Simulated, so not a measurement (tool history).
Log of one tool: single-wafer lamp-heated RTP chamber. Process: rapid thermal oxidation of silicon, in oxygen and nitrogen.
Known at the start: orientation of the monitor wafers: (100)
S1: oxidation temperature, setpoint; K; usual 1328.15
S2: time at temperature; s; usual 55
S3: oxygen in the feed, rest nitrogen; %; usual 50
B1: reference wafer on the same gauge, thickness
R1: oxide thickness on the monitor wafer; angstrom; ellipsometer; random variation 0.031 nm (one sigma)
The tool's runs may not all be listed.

run,hour,S1,S2,S3,B1,R1
1,0.0,1328.15,55,50,8.244,68.76
2,77.1,1328.15,55,50,8.243,68.76
3,136.8,1328.15,55,50,8.227,68.74
4,183.4,1328.15,55,50,8.241,68.52
# hour 276.9: pyrometer window cleaned and pyrometer calibrated
5,277.4,1328.15,55,50,8.209,68.70
6,341.6,1328.15,55,50,8.215,68.88
7,417.7,1328.15,55,50,8.186,68.37
8,502.2,1328.15,55,50,8.181,68.70
# hour 544.9: gauge calibrated
9,600.0,1328.15,55,50,8.499,70.82
10,669.1,1328.15,55,50,8.512,71.07
11,762.8,1328.15,55,50,8.514,71.04
12,821.7,1328.15,55,50,8.521,70.35
13,929.7,1328.15,55,50,8.498,70.98
14,1008.1,1328.15,32,50,8.512,56.05
# hour 1039.4: pyrometer window cleaned and pyrometer calibrated
15,1087.8,1306.15,42,50,8.497,54.45
16,1394.9,1328.15,77,50,8.494,82.98
17,1484.6,1306.15,42,50,8.487,53.83
18,1537.1,1313.15,55,50,8.486,63.96
19,1632.8,1303.15,46,28,8.500,45.66
20,1728.3,1318.15,79,50,8.484,77.07
21,1783.2,1339.15,34,32,8.478,52.76
22,1866.0,1328.15,63,21,8.475,56.01
23,1949.5,1328.15,55,50,8.466,71.16

The next listed run, before its measurement:
# hour 2016.1: pyrometer window cleaned and pyrometer calibrated
24,2020.8,1353.15,41,40,?,?

{"run 24": {"B1": 8.48, "R1": 67.66}}
Without the tool's hidden state the same run would have given R1 67.91 angstrom.

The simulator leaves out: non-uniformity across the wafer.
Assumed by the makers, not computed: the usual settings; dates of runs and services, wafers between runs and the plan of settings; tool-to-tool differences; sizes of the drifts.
